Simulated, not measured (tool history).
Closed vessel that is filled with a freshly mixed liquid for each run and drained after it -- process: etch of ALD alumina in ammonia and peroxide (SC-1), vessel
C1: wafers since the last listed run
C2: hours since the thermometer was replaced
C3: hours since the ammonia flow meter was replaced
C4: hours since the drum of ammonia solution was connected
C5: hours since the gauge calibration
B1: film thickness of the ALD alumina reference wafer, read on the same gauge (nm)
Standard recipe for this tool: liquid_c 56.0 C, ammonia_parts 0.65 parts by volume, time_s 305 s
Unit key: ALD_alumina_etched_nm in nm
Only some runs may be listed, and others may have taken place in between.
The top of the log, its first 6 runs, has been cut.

Run 7, day 2.992: usual settings; C1 1034; C2 902.1; C3 1051.4; C4 329.0; C5 121.1; B1 69.99. Result: ALD_alumina_etched_nm 19.77 nm.
Run 8, day 3.612: usual settings; C1 1253; C2 917.0; C3 1066.3; C4 343.9; C5 136.0; B1 69.95. Result: ALD_alumina_etched_nm 20.01 nm.
Run 9, day 4.258: usual settings; C1 1304; C2 932.5; C3 1081.8; C4 359.4; C5 151.5; B1 70.01. Result: ALD_alumina_etched_nm 20.01 nm.
Run 10, day 4.608: usual settings; C1 706; C2 940.9; C3 1090.2; C4 367.8; C5 159.9; B1 69.99. Result: ALD_alumina_etched_nm 20.07 nm.
Run 11, day 5.021: usual settings; C1 832; C2 950.8; C3 1100.1; C4 377.7; C5 169.8; B1 69.99. Result: ALD_alumina_etched_nm 19.90 nm.
Run 12, day 5.325: usual settings; C1 614; C2 958.1; C3 1107.4; C4 385.0; C5 177.1; B1 70.00. Result: ALD_alumina_etched_nm 19.64 nm.
Run 13, day 5.800: usual settings but ammonia_parts 0.85 parts by volume, time_s 265 s; C1 959; C2 969.5; C3 1118.8; C4 396.4; C5 188.5; B1 70.00. Result: ALD_alumina_etched_nm 17.46 nm.
Run 14, day 6.371: usual settings but ammonia_parts 0.85 parts by volume, time_s 265 s; C1 1152; C2 983.2; C3 1132.5; C4 410.1; C5 202.2; B1 70.03. Result: ALD_alumina_etched_nm 17.79 nm.
Run 15, day 6.825: usual settings but liquid_c 62.5 C, ammonia_parts 0.90 parts by volume, time_s 250 s; C1 917; C2 994.1; C3 1143.4; C4 421.0; C5 213.1; B1 69.97. Result: ALD_alumina_etched_nm 23.76 nm.
Run 16, day 7.517: usual settings but liquid_c 49.0 C, time_s 435 s; C1 1396; C2 1010.7; C3 1160.0; C4 437.6; C5 229.7; B1 70.01. Result: ALD_alumina_etched_nm 19.49 nm.
At day 7.692: ammonia flow meter replaced.
Run 17, day 7.971: usual settings but liquid_c 65.0 C, ammonia_parts 0.85 parts by volume; C1 832; C2 1021.6; C3 6.7; C4 448.5; C5 240.6; B1 69.99. Result: ALD_alumina_etched_nm 32.08 nm.
Run 18, day 8.471: usual settings but ammonia_parts 0.85 parts by volume; C1 1009; C2 1033.6; C3 18.7; C4 460.5; C5 252.6; B1 70.00. Result: ALD_alumina_etched_nm 20.42 nm.
Run 19, day 8.771: usual settings but liquid_c 50.5 C; C1 605; C2 1040.8; C3 25.9; C4 467.7; C5 259.8; B1 70.03. Result: ALD_alumina_etched_nm 14.80 nm.
Run 20, day 9.392: usual settings but liquid_c 63.5 C, ammonia_parts 0.55 parts by volume, time_s 220 s; C1 1253; C2 1055.7; C3 40.8; C4 482.6; C5 274.7; B1 69.99. Result: ALD_alumina_etched_nm 20.45 nm.
Run 21, day 9.783: usual settings but ammonia_parts 0.45 parts by volume; C1 790; C2 1065.1; C3 50.2; C4 492.0; C5 284.1; B1 70.00. Result: ALD_alumina_etched_nm 19.26 nm.
Run 22, day 10.396: usual settings; C1 1236; C2 1079.8; C3 64.9; C4 506.7; C5 298.8; B1 69.98. Result: ALD_alumina_etched_nm 19.95 nm.
Run 23, day 10.708: usual settings but ammonia_parts 0.75 parts by volume, time_s 445 s; C1 630; C2 1087.3; C3 72.4; C4 514.2; C5 306.3; B1 70.01. Result: ALD_alumina_etched_nm 29.38 nm.
At day 10.712: gauge calibrated.
At day 11.029: thermometer replaced.
At day 11.100: new drum of ammonia solution connected.
Run 24, day 11.358: usual settings but liquid_c 60.0 C, ammonia_parts 0.75 parts by volume, time_s 480 s; C1 1144; C2 7.9; C3 88.0; C4 6.2; C5 15.5; B1 70.01. Result: ALD_alumina_etched_nm 38.93 nm.
Run 25, day 11.767: usual settings but ammonia_parts 0.40 parts by volume; C1 824; C2 17.7; C3 97.8; C4 16.0; C5 25.3; B1 70.02. Result: ALD_alumina_etched_nm 18.97 nm.
Run 26, day 12.079: usual settings; C1 630; C2 25.2; C3 105.3; C4 23.5; C5 32.8; B1 69.98. Result: ALD_alumina_etched_nm 20.03 nm.
Run 27, day 12.746: usual settings but liquid_c 47.5 C, ammonia_parts 0.55 parts by volume, time_s 130 s; C1 1346; C2 41.2; C3 121.3; C4 39.5; C5 48.8; B1 70.01. Result: ALD_alumina_etched_nm 5.22 nm.
Run 28, day 13.238: usual settings but liquid_c 64.0 C; C1 992; C2 53.0; C3 133.1; C4 51.3; C5 60.6; B1 70.00. Result: ALD_alumina_etched_nm 29.74 nm.
Run 29, day 13.800: usual settings; C1 1135; C2 66.5; C3 146.6; C4 64.8; C5 74.1; B1 70.02. Result: ALD_alumina_etched_nm 19.93 nm.
Run 30, day 15.308: usual settings but liquid_c 63.5 C, ammonia_parts 0.85 parts by volume, time_s 360 s; C1 3045; C2 102.7; C3 182.8; C4 101.0; C5 110.3; B1 69.98. Result: ALD_alumina_etched_nm 35.20 nm.

Each row is a separate what-if for the run after 30, all from the same tool condition, not one after another. Results?
Run A, day 15.338: usual settings but ammonia_parts 0.95 parts by volume; C1 58; C2 103.4; C3 183.5; C4 101.7; C5 111.0; B1 ?. Result: ALD_alumina_etched_nm ?.
Run B, day 15.338: usual settings but liquid_c 65.5 C, ammonia_parts 0.80 parts by volume, time_s 405 s; C1 58; C2 103.4; C3 183.5; C4 101.7; C5 111.0; B1 ?. Result: ALD_alumina_etched_nm ?.
Run C, day 15.338: usual settings but liquid_c 48.5 C, ammonia_parts 0.90 parts by volume, time_s 250 s; C1 58; C2 103.4; C3 183.5; C4 101.7; C5 111.0; B1 ?. Result: ALD_alumina_etched_nm ?.

run     B1  ALD_alumina_etched_nm
  A  70.00                  20.70
  B  70.00                  43.93
  C  70.00                  11.25
Without the tool's unlogged condition, the same runs would have read:
run  ALD_alumina_etched_nm
  A                  20.70
  B                  43.93
  C                  11.25
